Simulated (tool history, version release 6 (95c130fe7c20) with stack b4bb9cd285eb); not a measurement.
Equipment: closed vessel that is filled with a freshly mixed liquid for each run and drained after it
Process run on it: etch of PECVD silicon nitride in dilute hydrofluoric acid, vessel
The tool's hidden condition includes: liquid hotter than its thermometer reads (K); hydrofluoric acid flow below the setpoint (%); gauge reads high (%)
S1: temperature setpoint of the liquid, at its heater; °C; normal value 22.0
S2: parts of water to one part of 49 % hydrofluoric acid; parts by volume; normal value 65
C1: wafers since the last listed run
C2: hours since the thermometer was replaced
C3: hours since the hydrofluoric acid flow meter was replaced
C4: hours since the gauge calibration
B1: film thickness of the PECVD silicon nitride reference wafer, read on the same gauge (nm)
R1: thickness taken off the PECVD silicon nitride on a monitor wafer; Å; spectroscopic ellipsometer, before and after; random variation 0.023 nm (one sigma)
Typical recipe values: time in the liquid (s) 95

Run 1, hour 0.0: usual settings; C1 0; C2 582.3; C3 459.9; C4 373.1; B1 139.98. Result: R1 56.6 Å.
Run 2, hour 13.5: usual settings; C1 1611; C2 595.8; C3 473.4; C4 386.6; B1 140.00. Result: R1 56.5 Å.
Run 3, hour 47.0: usual settings but time in the liquid (s) 60; C1 3997; C2 629.3; C3 506.9; C4 420.1; B1 140.00. Result: R1 35.9 Å.
Run 4, hour 68.8: usual settings but S2 40 parts by volume; C1 2601; C2 651.1; C3 528.7; C4 441.9; B1 140.01. Result: R1 90.5 Å.
Run 5, hour 103.7: usual settings but S2 40 parts by volume; C1 4164; C2 686.0; C3 563.6; C4 476.8; B1 139.98. Result: R1 90.8 Å.
Run 6, hour 139.3: usual settings but S2 40 parts by volume; C1 4248; C2 721.6; C3 599.2; C4 512.4; B1 140.02. Result: R1 90.9 Å.
Run 7, hour 152.2: usual settings but S2 70 parts by volume; C1 1539; C2 734.5; C3 612.1; C4 525.3; B1 139.99. Result: R1 52.5 Å.
Run 8, hour 178.7: usual settings but S2 70 parts by volume; C1 3162; C2 761.0; C3 638.6; C4 551.8; B1 139.99. Result: R1 52.5 Å.
Run 9, hour 202.6: usual settings but S1 25.0 °C; C1 2852; C2 784.9; C3 662.5; C4 575.7; B1 139.98. Result: R1 69.0 Å.
Run 10, hour 230.6: usual settings but S1 25.0 °C; C1 3341; C2 812.9; C3 690.5; C4 603.7; B1 140.02. Result: R1 69.3 Å.
Run 11, hour 255.5: usual settings but S1 25.0 °C; C1 2971; C2 837.8; C3 715.4; C4 628.6; B1 139.99. Result: R1 69.7 Å.
Run 12, hour 281.2: usual settings but S2 50 parts by volume, time in the liquid (s) 50; C1 3067; C2 863.5; C3 741.1; C4 654.3; B1 140.00. Result: R1 38.4 Å.
At hour 295.4: gauge calibrated.
Run 13, hour 314.8: usual settings; C1 4009; C2 897.1; C3 774.7; C4 19.4; B1 139.99. Result: R1 56.6 Å.
Run 14, hour 328.2: usual settings but S1 20.0 °C, S2 90 parts by volume; C1 1599; C2 910.5; C3 788.1; C4 32.8; B1 140.00. Result: R1 35.8 Å.
Run 15, hour 354.9: usual settings but S1 24.0 °C, S2 55 parts by volume; C1 3186; C2 937.2; C3 814.8; C4 59.5; B1 140.01. Result: R1 76.2 Å.
Run 16, hour 371.3: usual settings; C1 1957; C2 953.6; C3 831.2; C4 75.9; B1 140.00. Result: R1 56.6 Å.
Run 17, hour 388.3: usual settings but S1 25.0 °C, S2 40 parts by volume; C1 2028; C2 970.6; C3 848.2; C4 92.9; B1 139.98. Result: R1 111.0 Å.
Run 18, hour 435.7: usual settings but S1 23.5 °C, S2 45 parts by volume, time in the liquid (s) 110; C1 5656; C2 1018.0; C3 895.6; C4 140.3; B1 139.99. Result: R1 104.2 Å.
Run 19, hour 449.6: usual settings but S1 23.5 °C, S2 50 parts by volume, time in the liquid (s) 50; C1 1658; C2 1031.9; C3 909.5; C4 154.2; B1 140.00. Result: R1 42.3 Å.
Run 20, hour 481.6: usual settings but S2 80 parts by volume; C1 3818; C2 1063.9; C3 941.5; C4 186.2; B1 139.97. Result: R1 46.0 Å.
Run 21, hour 499.5: usual settings but S1 27.0 °C; C1 2136; C2 1081.8; C3 959.4; C4 204.1; B1 139.98. Result: R1 78.8 Å.
Run 22, hour 518.0: usual settings but S1 18.5 °C, S2 75 parts by volume, time in the liquid (s) 110; C1 2207; C2 1100.3; C3 977.9; C4 222.6; B1 140.01. Result: R1 44.7 Å.
At hour 544.8: hydrofluoric acid flow meter replaced.
Run 23, hour 553.9: usual settings but S1 18.0 °C, time in the liquid (s) 60; C1 4164; C2 1136.2; C3 9.1; C4 258.5; B1 139.98. Result: R1 28.6 Å.
At hour 574.5: thermometer replaced.
Run 24, hour 576.9: usual settings but S1 17.5 °C, S2 45 parts by volume, time in the liquid (s) 60; C1 2625; C2 2.4; C3 32.1; C4 281.5; B1 139.99. Result: R1 37.1 Å.
Run 25, hour 601.9: usual settings but S2 80 parts by volume, time in the liquid (s) 135; C1 2983; C2 27.4; C3 57.1; C4 306.5; B1 140.00. Result: R1 64.6 Å.
Run 26, hour 615.1: usual settings but S1 25.5 °C, time in the liquid (s) 115; C1 1575; C2 40.6; C3 70.3; C4 319.7; B1 139.98. Result: R1 85.1 Å.
Run 27, hour 669.4: usual settings but S2 95 parts by volume, time in the liquid (s) 60; C1 6480; C2 94.9; C3 124.6; C4 374.0; B1 140.02. Result: R1 24.2 Å.
Run 28, hour 701.8: usual settings but S1 20.0 °C, time in the liquid (s) 125; C1 3866; C2 127.3; C3 157.0; C4 406.4; B1 140.01. Result: R1 64.0 Å.
Run 29, hour 715.1: usual settings but time in the liquid (s) 115; C1 1587; C2 140.6; C3 170.3; C4 419.7; B1 140.00. Result: R1 67.6 Å.
Run 30, hour 749.1: usual settings but time in the liquid (s) 40; C1 4057; C2 174.6; C3 204.3; C4 453.7; B1 139.99. Result: R1 23.3 Å.
Run 31, hour 834.4: usual settings but S1 25.0 °C; C1 10179; C2 259.9; C3 289.6; C4 539.0; B1 139.98. Result: R1 68.0 Å.
Run 32, hour 858.5: usual settings; C1 2876; C2 284.0; C3 313.7; C4 563.1; B1 139.99. Result: R1 55.5 Å.

Alternative continuations, all from the tool just after run 32; predict every row:
Run A, hour 859.2: usual settings but time in the liquid (s) 135; C1 83; C2 284.7; C3 314.4; C4 563.8; B1 ?. Result: R1 ?.
Run B, hour 859.2: usual settings but S1 17.0 °C, S2 90 parts by volume, time in the liquid (s) 135; C1 83; C2 284.7; C3 314.4; C4 563.8; B1 ?. Result: R1 ?.
Run C, hour 859.2: usual settings but S1 23.5 °C, S2 40 parts by volume, time in the liquid (s) 140; C1 83; C2 284.7; C3 314.4; C4 563.8; B1 ?. Result: R1 ?.
Run D, hour 859.2: usual settings but S1 26.0 °C, S2 80 parts by volume; C1 83; C2 284.7; C3 314.4; C4 563.8; B1 ?. Result: R1 ?.

run      B1     R1
  A  139.97   79.1
  B  139.97   40.8
  C  139.97  146.0
  D  139.97   59.2
With no hidden state in the tool, these same runs would have given:
run     R1
  A   79.3
  B   40.9
  C  146.4
  D   59.4

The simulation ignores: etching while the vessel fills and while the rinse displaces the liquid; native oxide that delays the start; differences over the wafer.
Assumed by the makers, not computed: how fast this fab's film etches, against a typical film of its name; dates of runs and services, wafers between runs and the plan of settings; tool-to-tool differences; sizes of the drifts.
